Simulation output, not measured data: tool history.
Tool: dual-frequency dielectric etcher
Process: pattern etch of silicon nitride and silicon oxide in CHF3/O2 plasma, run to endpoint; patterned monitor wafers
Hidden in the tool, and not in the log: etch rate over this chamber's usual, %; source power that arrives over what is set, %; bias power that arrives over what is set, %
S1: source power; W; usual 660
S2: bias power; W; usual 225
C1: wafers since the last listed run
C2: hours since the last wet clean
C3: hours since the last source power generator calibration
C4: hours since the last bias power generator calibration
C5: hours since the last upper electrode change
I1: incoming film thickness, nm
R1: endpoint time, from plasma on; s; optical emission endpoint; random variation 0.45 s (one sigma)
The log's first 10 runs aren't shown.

run	day	S1	S2	C1	C2	C3	C4	C5	I1	R1
11	36.567	660	225	293	332.5	3268.5	3260.4	4633.2	154.7	88.5
12	38.650	660	225	204	382.5	3318.5	3310.4	4683.2	154.4	87.7
# day 42.438: wet clean of the chamber
13	42.458	660	225	275	0.5	3409.9	3401.8	4774.6	152.7	86.8
14	44.433	610	225	194	47.9	3457.3	3449.2	4822.0	151.6	88.6
15	46.438	610	225	196	96.0	3505.4	3497.3	4870.1	153.0	90.1
16	49.450	660	225	296	168.3	3577.7	3569.6	4942.4	153.5	87.3
17	53.079	660	225	356	255.4	3664.8	3656.7	5029.5	152.4	87.2
18	56.283	660	225	314	332.3	3741.7	3733.6	5106.4	152.6	86.3
19	61.550	660	225	517	458.7	3868.1	3860.0	5232.8	152.7	86.3
# day 63.888: source power generator calibrated
# day 67.292: wet clean of the chamber
# day 67.975: bias power generator calibrated
20	73.000	580	199	994	137.0	218.7	120.6	5507.6	152.8	99.1
21	75.771	530	201	272	203.5	285.2	187.1	5574.1	154.5	105.3
22	79.204	770	225	337	285.9	367.6	269.5	5656.5	154.2	83.6
23	82.638	580	202	337	368.3	450.0	351.9	5738.9	153.4	98.6
24	85.346	660	225	266	433.3	515.0	416.9	5803.9	154.0	89.9
# day 87.933: wet clean of the chamber
25	88.846	550	184	245	21.9	599.0	500.9	5887.9	151.9	104.9
# day 92.042: upper electrode replaced
26	92.062	660	225	217	99.1	676.2	578.1	0.5	153.7	89.3
27	94.829	660	225	271	165.5	742.6	644.5	66.9	153.4	89.4
28	97.492	790	248	261	229.4	806.5	708.4	130.8	152.8	78.3
29	101.358	500	265	379	322.2	899.3	801.2	223.6	153.4	97.4
30	104.229	590	276	282	391.1	968.2	870.1	292.5	153.9	87.5
31	107.146	580	250	286	461.1	1038.2	940.1	362.5	152.5	90.3
# day 108.358: wet clean of the chamber
32	109.121	750	180	95	18.3	1085.6	987.5	409.9	154.2	91.3
33	111.638	660	225	247	78.7	1146.0	1047.9	470.3	152.9	88.4
34	115.600	660	225	389	173.8	1241.1	1143.0	565.4	152.9	88.7

Forecast each of these 4 alternatives for the next run:
A	115.621	660	192	2	174.3	1241.6	1143.5	565.9	151.9	?
B	115.621	790	245	2	174.3	1241.6	1143.5	565.9	151.9	?
C	115.621	660	181	2	174.3	1241.6	1143.5	565.9	151.9	?
D	115.621	550	183	2	174.3	1241.6	1143.5	565.9	151.9	?

run	R1
A	93.6
B	78.5
C	95.6
D	104.4
Without the tool's hidden state the same runs would have given:
run	R1
A	93.7
B	78.6
C	95.7
D	104.5

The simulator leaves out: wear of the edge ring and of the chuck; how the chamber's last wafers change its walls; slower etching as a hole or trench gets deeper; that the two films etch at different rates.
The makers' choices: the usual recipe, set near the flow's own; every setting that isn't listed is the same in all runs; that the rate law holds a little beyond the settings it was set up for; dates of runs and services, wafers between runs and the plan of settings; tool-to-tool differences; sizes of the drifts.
